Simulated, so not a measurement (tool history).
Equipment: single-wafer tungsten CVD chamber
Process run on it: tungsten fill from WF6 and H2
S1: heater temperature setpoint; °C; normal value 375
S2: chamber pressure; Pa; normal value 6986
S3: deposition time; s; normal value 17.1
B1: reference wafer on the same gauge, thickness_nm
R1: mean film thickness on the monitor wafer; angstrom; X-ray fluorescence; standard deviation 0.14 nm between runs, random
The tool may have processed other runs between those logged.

Run 1, hour 0.0: usual settings but S2 5919 Pa; B1 41.860. Result: R1 324.11 angstrom.
Run 2, hour 12.5: usual settings but S2 5919 Pa; B1 41.835. Result: R1 322.95 angstrom.
Run 3, hour 38.2: usual settings; B1 41.886. Result: R1 349.30 angstrom.
Run 4, hour 62.0: usual settings but S3 19.5 s; B1 41.875. Result: R1 397.19 angstrom.
Run 5, hour 76.3: usual settings; B1 41.886. Result: R1 346.60 angstrom.
Run 6, hour 107.7: usual settings; B1 41.860. Result: R1 349.20 angstrom.
At hour 138.2: gauge calibrated.
Run 7, hour 170.2: usual settings; B1 41.850. Result: R1 346.11 angstrom.

Estimate the outcome of run 8 from the log above:
At hour 186.7: showerhead replaced, of another model than before.
At hour 215.5: capacitance manometer re-zeroed and calibrated.
Run 8, hour 220.4: usual settings but S3 15.0 s; B1 ?. Result: R1 ?.

Run 8 measured B1 41.894, R1 300.64 angstrom.
Were there no unlogged condition in the tool, this run, its random variation unchanged, would have produced R1 337.70 angstrom.
